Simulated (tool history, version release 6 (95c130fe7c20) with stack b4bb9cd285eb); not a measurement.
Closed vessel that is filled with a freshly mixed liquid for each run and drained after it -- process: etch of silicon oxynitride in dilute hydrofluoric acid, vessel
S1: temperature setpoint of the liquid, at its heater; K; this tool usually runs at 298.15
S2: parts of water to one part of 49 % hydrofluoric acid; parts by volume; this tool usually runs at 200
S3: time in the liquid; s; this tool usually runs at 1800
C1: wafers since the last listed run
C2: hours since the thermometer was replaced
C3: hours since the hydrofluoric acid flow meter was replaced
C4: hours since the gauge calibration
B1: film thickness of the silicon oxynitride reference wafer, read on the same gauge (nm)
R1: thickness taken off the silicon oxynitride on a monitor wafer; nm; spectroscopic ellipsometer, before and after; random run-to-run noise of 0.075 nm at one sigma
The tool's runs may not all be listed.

| run | hour | S1 | S2 | S3 | C1 | C2 | C3 | C4 | B1 | R1 |
|---|---|---|---|---|---|---|---|---|---|---|
| 1 | 0.0 | 298.15 | 200 | 1800 | 0 | 788.6 | 1148.5 | 193.2 | 129.98 | 21.02 |
| 2 | 12.7 | 298.15 | 200 | 2025 | 579 | 801.3 | 1161.2 | 205.9 | 130.00 | 23.86 |
| 3 | 23.5 | 298.15 | 200 | 1800 | 493 | 812.1 | 1172.0 | 216.7 | 129.99 | 21.12 |
| 4 | 29.7 | 298.15 | 200 | 1800 | 283 | 818.3 | 1178.2 | 222.9 | 130.02 | 21.01 |
| 5 | 37.9 | 298.15 | 200 | 1800 | 374 | 826.5 | 1186.4 | 231.1 | 129.99 | 21.01 |
| 6 | 52.6 | 298.15 | 200 | 1800 | 671 | 841.2 | 1201.1 | 245.8 | 130.01 | 20.98 |
| 7 | 65.6 | 298.15 | 200 | 1800 | 593 | 854.2 | 1214.1 | 258.8 | 130.02 | 21.12 |
| 8 | 73.7 | 294.15 | 200 | 2220 | 369 | 862.3 | 1222.2 | 266.9 | 129.99 | 21.82 |
| 9 | 91.3 | 294.15 | 200 | 2220 | 803 | 879.9 | 1239.8 | 284.5 | 129.99 | 21.78 |
| 10 | 100.4 | 294.15 | 200 | 2220 | 415 | 889.0 | 1248.9 | 293.6 | 129.98 | 21.89 |
| 11 | 113.3 | 295.15 | 200 | 1800 | 589 | 901.9 | 1261.8 | 306.5 | 129.99 | 18.47 |
|  | 131.7 | hydrofluoric acid flow meter replaced |
| 12 | 150.6 | 295.15 | 200 | 1800 | 1657 | 939.2 | 18.9 | 343.8 | 129.99 | 19.52 |
| 13 | 160.4 | 295.15 | 200 | 1800 | 447 | 949.0 | 28.7 | 353.6 | 130.00 | 19.52 |
| 14 | 176.4 | 298.15 | 200 | 1800 | 730 | 965.0 | 44.7 | 369.6 | 129.99 | 22.35 |
| 15 | 190.4 | 298.15 | 200 | 1800 | 639 | 979.0 | 58.7 | 383.6 | 130.00 | 22.38 |
| 16 | 197.1 | 298.15 | 200 | 1800 | 305 | 985.7 | 65.4 | 390.3 | 130.00 | 22.24 |
|  | 199.4 | thermometer replaced |
|  | 205.8 | gauge calibrated |
| 17 | 211.3 | 300.65 | 200 | 1800 | 602 | 11.9 | 79.6 | 5.5 | 130.00 | 22.41 |
| 18 | 223.1 | 299.65 | 105 | 1800 | 538 | 23.7 | 91.4 | 17.3 | 129.97 | 43.89 |
| 19 | 238.1 | 298.15 | 290 | 1800 | 684 | 38.7 | 106.4 | 32.3 | 129.99 | 12.86 |
| 20 | 246.2 | 300.15 | 105 | 2765 | 369 | 46.8 | 114.5 | 40.4 | 130.01 | 69.69 |
| 21 | 257.0 | 298.15 | 200 | 1800 | 493 | 57.6 | 125.3 | 51.2 | 130.01 | 19.89 |
| 22 | 266.4 | 293.65 | 110 | 2240 | 429 | 67.0 | 134.7 | 60.6 | 129.99 | 39.24 |
| 23 | 277.4 | 295.65 | 285 | 2355 | 502 | 78.0 | 145.7 | 71.6 | 130.01 | 15.66 |
| 24 | 289.5 | 298.15 | 250 | 1800 | 552 | 90.1 | 157.8 | 83.7 | 129.99 | 15.47 |
| 25 | 295.6 | 301.15 | 105 | 1175 | 278 | 96.2 | 163.9 | 89.8 | 130.00 | 31.04 |
| 26 | 306.6 | 293.15 | 200 | 1800 | 502 | 107.2 | 174.9 | 100.8 | 130.01 | 16.03 |
| 27 | 323.8 | 298.15 | 200 | 1800 | 785 | 124.4 | 192.1 | 118.0 | 130.02 | 20.03 |
| 28 | 340.0 | 294.15 | 200 | 2310 | 739 | 140.6 | 208.3 | 134.2 | 130.00 | 21.55 |
| 29 | 355.2 | 295.15 | 295 | 1110 | 694 | 155.8 | 223.5 | 149.4 | 130.02 | 6.89 |
| 30 | 370.8 | 294.15 | 200 | 2310 | 712 | 171.4 | 239.1 | 165.0 | 130.00 | 21.60 |
| 31 | 386.2 | 298.15 | 200 | 1800 | 703 | 186.8 | 254.5 | 180.4 | 129.99 | 20.09 |
| 32 | 402.6 | 298.15 | 170 | 1240 | 748 | 203.2 | 270.9 | 196.8 | 130.01 | 16.67 |

Measured less the same run without the tool's hidden state. The same run-to-run variation is in both; the gauge's scatter may not be:
Hidden state at play: liquid hotter than its thermometer reads (K); hydrofluoric acid flow below the setpoint (%); gauge reads high (%).
| run | R1 |
|---|---|
| 1 | +0.66 |
| 2 | +0.75 |
| 3 | +0.68 |
| 4 | +0.68 |
| 5 | +0.68 |
| 6 | +0.70 |
| 7 | +0.71 |
| 8 | +0.86 |
| 9 | +0.87 |
| 10 | +0.88 |
| 11 | +0.73 |
| 12 | +1.73 |
| 13 | +1.74 |
| 14 | +1.93 |
| 15 | +1.95 |
| 16 | +1.94 |
| 17 | -0.42 |
| 18 | -0.73 |
| 19 | -0.24 |
| 20 | -1.08 |
| 21 | -0.32 |
| 22 | -0.55 |
| 23 | -0.25 |
| 24 | -0.24 |
| 25 | -0.41 |
| 26 | -0.21 |
| 27 | -0.27 |
| 28 | -0.25 |
| 29 | -0.08 |
| 30 | -0.22 |
| 31 | -0.20 |
| 32 | -0.15 |
